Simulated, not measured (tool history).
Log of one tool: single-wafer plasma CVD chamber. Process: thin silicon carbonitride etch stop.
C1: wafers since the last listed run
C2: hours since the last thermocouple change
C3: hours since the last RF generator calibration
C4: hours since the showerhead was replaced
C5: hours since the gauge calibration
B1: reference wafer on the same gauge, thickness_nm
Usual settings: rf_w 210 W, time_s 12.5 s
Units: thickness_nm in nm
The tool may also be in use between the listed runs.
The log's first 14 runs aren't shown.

At hour 410.3: thermocouple changed; heater temperature recalibrated.
Run 15, hour 414.7: usual settings but time_s 11.2 s; C1 1758; C2 4.4; C3 840.2; C4 6248.9; C5 739.2; B1 8.044. Result: thickness_nm 6.617 nm.
At hour 434.5: showerhead replaced.
Run 16, hour 445.8: usual settings but time_s 11.2 s; C1 482; C2 35.5; C3 871.3; C4 11.3; C5 770.3; B1 8.029. Result: thickness_nm 6.569 nm.
Run 17, hour 459.5: usual settings; C1 286; C2 49.2; C3 885.0; C4 25.0; C5 784.0; B1 8.022. Result: thickness_nm 7.413 nm.
Run 18, hour 490.1: usual settings but time_s 10.6 s; C1 639; C2 79.8; C3 915.6; C4 55.6; C5 814.6; B1 8.046. Result: thickness_nm 6.280 nm.
Run 19, hour 507.3: usual settings but rf_w 200 W, time_s 14.2 s; C1 359; C2 97.0; C3 932.8; C4 72.8; C5 831.8; B1 8.021. Result: thickness_nm 8.316 nm.
Run 20, hour 533.9: usual settings but rf_w 235 W, time_s 11.2 s; C1 555; C2 123.6; C3 959.4; C4 99.4; C5 858.4; B1 8.024. Result: thickness_nm 6.803 nm.
Run 21, hour 546.8: usual settings but rf_w 235 W; C1 269; C2 136.5; C3 972.3; C4 112.3; C5 871.3; B1 8.021. Result: thickness_nm 7.525 nm.
Run 22, hour 571.2: usual settings but rf_w 170 W, time_s 13.2 s; C1 509; C2 160.9; C3 996.7; C4 136.7; C5 895.7; B1 8.043. Result: thickness_nm 7.399 nm.
At hour 579.0: gauge calibrated.
Run 23, hour 590.1: usual settings but rf_w 180 W; C1 394; C2 179.8; C3 1015.6; C4 155.6; C5 11.1; B1 8.013. Result: thickness_nm 7.199 nm.
Run 24, hour 625.4: usual settings but rf_w 245 W, time_s 14.9 s; C1 737; C2 215.1; C3 1050.9; C4 190.9; C5 46.4; B1 8.044. Result: thickness_nm 9.157 nm.
Run 25, hour 653.4: usual settings but rf_w 200 W; C1 584; C2 243.1; C3 1078.9; C4 218.9; C5 74.4; B1 8.014. Result: thickness_nm 7.307 nm.
Run 26, hour 671.8: usual settings but time_s 10.5 s; C1 384; C2 261.5; C3 1097.3; C4 237.3; C5 92.8; B1 8.032. Result: thickness_nm 6.249 nm.
Run 27, hour 704.0: usual settings but rf_w 220 W, time_s 11.7 s; C1 672; C2 293.7; C3 1129.5; C4 269.5; C5 125.0; B1 8.032. Result: thickness_nm 7.012 nm.
At hour 729.8: RF generator calibrated.
Run 28, hour 730.3: usual settings but rf_w 180 W, time_s 11.6 s; C1 382; C2 320.0; C3 0.5; C4 295.8; C5 151.3; B1 8.025. Result: thickness_nm 6.637 nm.
Run 29, hour 758.1: usual settings but time_s 10.1 s; C1 580; C2 347.8; C3 28.3; C4 323.6; C5 179.1; B1 8.039. Result: thickness_nm 5.935 nm.
Run 30, hour 770.2: usual settings but rf_w 235 W, time_s 13.8 s; C1 252; C2 359.9; C3 40.4; C4 335.7; C5 191.2; B1 8.033. Result: thickness_nm 8.421 nm.
Run 31, hour 790.1: usual settings but rf_w 250 W, time_s 13.3 s; C1 415; C2 379.8; C3 60.3; C4 355.6; C5 211.1; B1 8.032. Result: thickness_nm 8.180 nm.
Run 32, hour 836.8: usual settings but time_s 14.1 s; C1 975; C2 426.5; C3 107.0; C4 402.3; C5 257.8; B1 8.033. Result: thickness_nm 8.359 nm.
Run 33, hour 853.3: usual settings but rf_w 240 W, time_s 11.0 s; C1 344; C2 443.0; C3 123.5; C4 418.8; C5 274.3; B1 8.019. Result: thickness_nm 6.678 nm.
Run 34, hour 952.6: usual settings but rf_w 235 W, time_s 15.0 s; C1 2074; C2 542.3; C3 222.8; C4 518.1; C5 373.6; B1 8.041. Result: thickness_nm 8.991 nm.
Run 35, hour 1027.3: usual settings; C1 1560; C2 617.0; C3 297.5; C4 592.8; C5 448.3; B1 8.025. Result: thickness_nm 7.455 nm.
Run 36, hour 1047.7: usual settings but time_s 15.0 s; C1 426; C2 637.4; C3 317.9; C4 613.2; C5 468.7; B1 8.034. Result: thickness_nm 8.847 nm.
Run 37, hour 1067.8: usual settings but time_s 14.1 s; C1 419; C2 657.5; C3 338.0; C4 633.3; C5 488.8; B1 8.019. Result: thickness_nm 8.301 nm.

3 ways to go on from here, each from the tool as it stands after run 37. What would each give?
Run A, hour 1068.2: usual settings; C1 8; C2 657.9; C3 338.4; C4 633.7; C5 489.2; B1 ?. Result: thickness_nm ?.
Run B, hour 1068.2: usual settings but rf_w 245 W, time_s 13.2 s; C1 8; C2 657.9; C3 338.4; C4 633.7; C5 489.2; B1 ?. Result: thickness_nm ?.
Run C, hour 1068.2: usual settings but rf_w 225 W, time_s 10.6 s; C1 8; C2 657.9; C3 338.4; C4 633.7; C5 489.2; B1 ?. Result: thickness_nm ?.

run     B1  thickness_nm
  A  8.037         7.375
  B  8.037         8.070
  C  8.037         6.353
Without the tool's hidden state the same runs would have given:
run  thickness_nm
  A         7.375
  B         8.070
  C         6.353

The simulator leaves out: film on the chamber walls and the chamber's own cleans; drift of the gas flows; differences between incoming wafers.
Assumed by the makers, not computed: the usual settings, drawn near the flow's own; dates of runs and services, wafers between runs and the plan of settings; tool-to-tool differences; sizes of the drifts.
